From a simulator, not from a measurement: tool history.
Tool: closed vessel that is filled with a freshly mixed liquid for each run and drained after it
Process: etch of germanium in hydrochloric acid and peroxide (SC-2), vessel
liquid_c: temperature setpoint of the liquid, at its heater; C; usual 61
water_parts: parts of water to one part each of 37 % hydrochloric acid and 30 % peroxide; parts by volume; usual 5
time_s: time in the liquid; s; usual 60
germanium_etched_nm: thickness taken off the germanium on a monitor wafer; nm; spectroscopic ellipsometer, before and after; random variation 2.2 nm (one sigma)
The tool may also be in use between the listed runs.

run    hour  liquid_c  water_parts  time_s  wafers since the last listed run  hours since the thermometer was replaced  hours since the chemicals flow meter was replaced  hours since the drum of peroxide was connected  hours since the gauge calibration  read-back film thickness of the germanium reference wafer, read on the same gauge (nm)  germanium_etched_nm
  1       0      65.5          4.5      60                                 0                                     757.4                                              165.8                                           662.5                             1374.6                                                                                  109.99               292.27
  2    30.2        61            5      60                              2940                                     787.6                                                196                                           692.7                             1404.8                                                                                     110               256.39
  3    68.9        61            5      60                              3768                                     826.3                                              234.7                                           731.4                             1443.5                                                                                  110.01               261.54
  4   108.7        61            5      60                              3875                                     866.1                                              274.5                                           771.2                             1483.3                                                                                     110               259.14
      153.4  -- gauge calibrated
  5   166.1        61            7      60                              5589                                     923.5                                              331.9                                           828.6                               12.7                                                                                  109.99               254.83
  6   221.5        61            7      60                              5394                                     978.9                                              387.3                                             884                               68.1                                                                                  110.03               252.58
  7   254.1        57            5      60                              3174                                    1011.5                                              419.9                                           916.6                              100.7                                                                                  110.03               228.53
      309.3  -- new drum of peroxide connected
  8   318.5        61            5      60                              6173                                    1075.9                                              484.3                                             9.2                              165.1                                                                                  110.01               261.43
      370.3  -- thermometer replaced
  9   373.5        61            5      60                              5258                                       3.2                                              539.3                                            64.2                              220.1                                                                                     110               245.87
 10   412.5        61            5      95                              3797                                      42.2                                              578.3                                           103.2                              259.1                                                                                  109.99               397.02
 11   482.8        61            5      75                              6845                                     112.5                                              648.6                                           173.5                              329.4                                                                                     110               311.47
 12     542        61            5      60                              5764                                     171.7                                              707.8                                           232.7                              388.6                                                                                  109.97               250.16
 13   608.9        61          6.5      45                              6514                                     238.6                                              774.7                                           299.6                              455.5                                                                                  110.02               186.02
 14   643.5        61            5      60                              3369                                     273.2                                              809.3                                           334.2                              490.1                                                                                  110.02               252.87
 15   686.2      67.5            5      45                              4158                                     315.9                                                852                                           376.9                              532.8                                                                                  109.98               232.16
 16   737.1        61            4      30                              4956                                     366.8                                              902.9                                           427.8                              583.7                                                                                  109.97               126.82
 17   763.3        61            5      60                              2551                                       393                                              929.1                                             454                              609.9                                                                                  109.98               252.39
 18     826        58            4      85                              6105                                     455.7                                              991.8                                           516.7                              672.6                                                                                  110.01               327.01
 19   897.2        61            5      90                              6933                                     526.9                                               1063                                           587.9                              743.8                                                                                  110.02               380.55
 20   957.9        61            5      60                              5910                                     587.6                                             1123.7                                           648.6                              804.5                                                                                     110               254.05
 21   990.7      66.5          6.5      60                              3194                                     620.4                                             1156.5                                           681.4                              837.3                                                                                  110.01               297.27
 22    1023        61            5      60                              3145                                     652.7                                             1188.8                                           713.7                              869.6                                                                                  110.01               254.22
 23  1053.1        61          4.5      90                              2931                                     682.8                                             1218.9                                           743.8                              899.7                                                                                  110.02               381.57
 24  1111.8      54.5            5      40                              5716                                     741.5                                             1277.6                                           802.5                              958.4                                                                                  110.01               141.95
 25    1161        61            5      60                              4791                                     790.7                                             1326.8                                           851.7                             1007.6                                                                                  109.98               253.99
     1164.3  -- new drum of peroxide connected
 26    1220        61            5      30                              5648                                     849.7                                             1385.8                                            55.7                             1066.6                                                                                  109.99               129.77
 27    1253        68            4      60                              3213                                     882.7                                             1418.8                                            88.7                             1099.6                                                                                     110               314.77
 28  1298.7        61          6.5      60                              4450                                     928.4                                             1464.5                                           134.4                             1145.3                                                                                  110.01               255.31
 29  1352.5        61            4      85                              5239                                     982.2                                             1518.3                                           188.2                             1199.1                                                                                  110.02               367.21

Forecast each of these 5 alternatives for the next run:
  A  1353.2        61            5      60                                68                                     982.9                                               1519                                           188.9                             1199.8                                                                                       ?                    ?
  B  1353.2        58            5      60                                68                                     982.9                                               1519                                           188.9                             1199.8                                                                                       ?                    ?
  C  1353.2        71            7      30                                68                                     982.9                                               1519                                           188.9                             1199.8                                                                                       ?                    ?
  D  1353.2        61          4.5      60                                68                                     982.9                                               1519                                           188.9                             1199.8                                                                                       ?                    ?
  E  1353.2        52            5      60                                68                                     982.9                                               1519                                           188.9                             1199.8                                                                                       ?                    ?

run  read-back film thickness of the germanium reference wafer, read on the same gauge (nm)  germanium_etched_nm
  A                                                                                  110.01               262.38
  B                                                                                  110.01               239.81
  C                                                                                  110.01               171.44
  D                                                                                  110.01                263.2
  E                                                                                  110.01               199.26
Without the tool's hidden state the same runs would have given:
run  germanium_etched_nm
  A                251.8
  B               229.95
  C               165.02
  D               252.56
  E               190.75

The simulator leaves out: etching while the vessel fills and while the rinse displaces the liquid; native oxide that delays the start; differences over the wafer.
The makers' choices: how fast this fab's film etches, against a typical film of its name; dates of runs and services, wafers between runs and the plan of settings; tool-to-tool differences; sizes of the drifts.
